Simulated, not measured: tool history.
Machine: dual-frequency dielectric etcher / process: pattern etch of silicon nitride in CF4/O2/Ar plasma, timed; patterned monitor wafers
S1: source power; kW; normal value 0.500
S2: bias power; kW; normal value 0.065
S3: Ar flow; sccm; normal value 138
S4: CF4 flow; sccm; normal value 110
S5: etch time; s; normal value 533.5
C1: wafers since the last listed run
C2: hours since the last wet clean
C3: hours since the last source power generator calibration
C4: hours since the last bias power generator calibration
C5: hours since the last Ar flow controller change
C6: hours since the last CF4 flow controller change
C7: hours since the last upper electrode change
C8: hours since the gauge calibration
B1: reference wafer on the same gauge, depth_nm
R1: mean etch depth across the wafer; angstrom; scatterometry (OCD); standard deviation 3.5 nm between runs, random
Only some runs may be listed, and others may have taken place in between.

run   hour     S1     S2   S3   S4     S5   C1     C2      C3      C4      C5      C6      C7     C8      B1     R1
  1    0.0  0.500  0.065  138  110  533.5    0  419.5  4708.3  4014.5  5435.6  2736.8  3848.4  273.9  1180.2  11343
      19.7  -- gauge calibrated
  2   35.6  0.500  0.065  138  110  533.5  107  455.1  4743.9  4050.1  5471.2  2772.4  3884.0   15.9  1180.3  11329
  3   69.8  0.500  0.065  138  110  533.5  103  489.3  4778.1  4084.3  5505.4  2806.6  3918.2   50.1  1179.8  11331
  4   98.8  0.500  0.065  138  110  533.5   87  518.3  4807.1  4113.3  5534.4  2835.6  3947.2   79.1  1181.3  11433
  5  153.6  0.500  0.065  138  110  533.5  166  573.1  4861.9  4168.1  5589.2  2890.4  4002.0  133.9  1179.9  11460
  6  169.4  0.500  0.065  138  103  533.5   47  588.9  4877.7  4183.9  5605.0  2906.2  4017.8  149.7  1179.3  11390
  7  187.4  0.500  0.065  138  110  533.5   54  606.9  4895.7  4201.9  5623.0  2924.2  4035.8  167.7  1179.0  11472
  8  206.4  0.500  0.065  138  110  533.5   57  625.9  4914.7  4220.9  5642.0  2943.2  4054.8  186.7  1179.5  11385
     234.5  -- wet clean of the chamber
  9  238.6  0.500  0.065  138  110  533.5   24    4.1  4946.9  4253.1  5674.2  2975.4  4087.0  218.9  1180.7  11116
     248.7  -- Ar flow controller replaced
 10  271.5  0.500  0.065  138  110  576.5   81   37.0  4979.8  4286.0    22.8  3008.3  4119.9  251.8  1180.4  12054
     291.0  -- source power generator calibrated
     293.4  -- CF4 flow controller replaced
     312.2  -- upper electrode replaced, of another model than before
 11  312.7  0.410  0.065  158  126  645.0   48   78.2    21.7  4327.2    64.0    19.3     0.5  293.0  1179.9   9187
 12  313.6  0.390  0.065  126  110  668.0    2   79.1    22.6  4328.1    64.9    20.2     1.4  293.9  1180.4   8620
 13  339.2  0.470  0.058  171  110  607.0   77  104.7    48.2  4353.7    90.5    45.8    27.0  319.5  1179.6  10688
 14  353.5  0.500  0.065  138  110  492.0   43  119.0    62.5  4368.0   104.8    60.1    41.3  333.8  1179.2  10338
     359.6  -- gauge calibrated
     365.5  -- bias power generator calibrated
 15  374.5  0.500  0.065  138  110  533.5   51  140.0    83.5     9.0   125.8    81.1    62.3   14.9  1180.5  11208
 16  399.6  0.450  0.050  138   87  533.5   76  165.1   108.6    34.1   150.9   106.2    87.4   40.0  1179.0   8374
 17  432.6  0.580  0.065  138  110  634.0  100  198.1   141.6    67.1   183.9   139.2   120.4   73.0  1178.9  17119
 18  457.7  0.550  0.065  168   84  533.5   76  223.2   166.7    92.2   209.0   164.3   145.5   98.1  1180.0  12504
 19  485.1  0.500  0.052  138  134  422.0   83  250.6   194.1   119.6   236.4   191.7   172.9  125.5  1180.4   8519
 20  507.4  0.500  0.065  138  110  533.5   67  272.9   216.4   141.9   258.7   214.0   195.2  147.8  1180.0  11266

Each row is a separate what-if for the run after 20, all from the same tool condition, not one after another. Results?
  A  508.0  0.560  0.065  138  110  533.5   1  273.5  217.0  142.5  259.3  214.6  195.8  148.4   ?   ?
  B  508.0  0.500  0.065  138  110  438.0   1  273.5  217.0  142.5  259.3  214.6  195.8  148.4   ?   ?
  C  508.0  0.450  0.050  109  110  533.5   1  273.5  217.0  142.5  259.3  214.6  195.8  148.4   ?   ?
  D  508.0  0.500  0.056  121  137  533.5   1  273.5  217.0  142.5  259.3  214.6  195.8  148.4   ?   ?
  E  508.0  0.500  0.075  138  134  533.5   1  273.5  217.0  142.5  259.3  214.6  195.8  148.4   ?   ?

run      B1     R1
  A  1179.6  13665
  B  1179.6   9318
  C  1179.6   8908
  D  1179.6  11241
  E  1179.6  12101
The same runs, with their run-to-run variation unchanged, on a tool lacking any hidden condition would have given:
run     R1
  A  13436
  B   9162
  C   8759
  D  11053
  E  11899

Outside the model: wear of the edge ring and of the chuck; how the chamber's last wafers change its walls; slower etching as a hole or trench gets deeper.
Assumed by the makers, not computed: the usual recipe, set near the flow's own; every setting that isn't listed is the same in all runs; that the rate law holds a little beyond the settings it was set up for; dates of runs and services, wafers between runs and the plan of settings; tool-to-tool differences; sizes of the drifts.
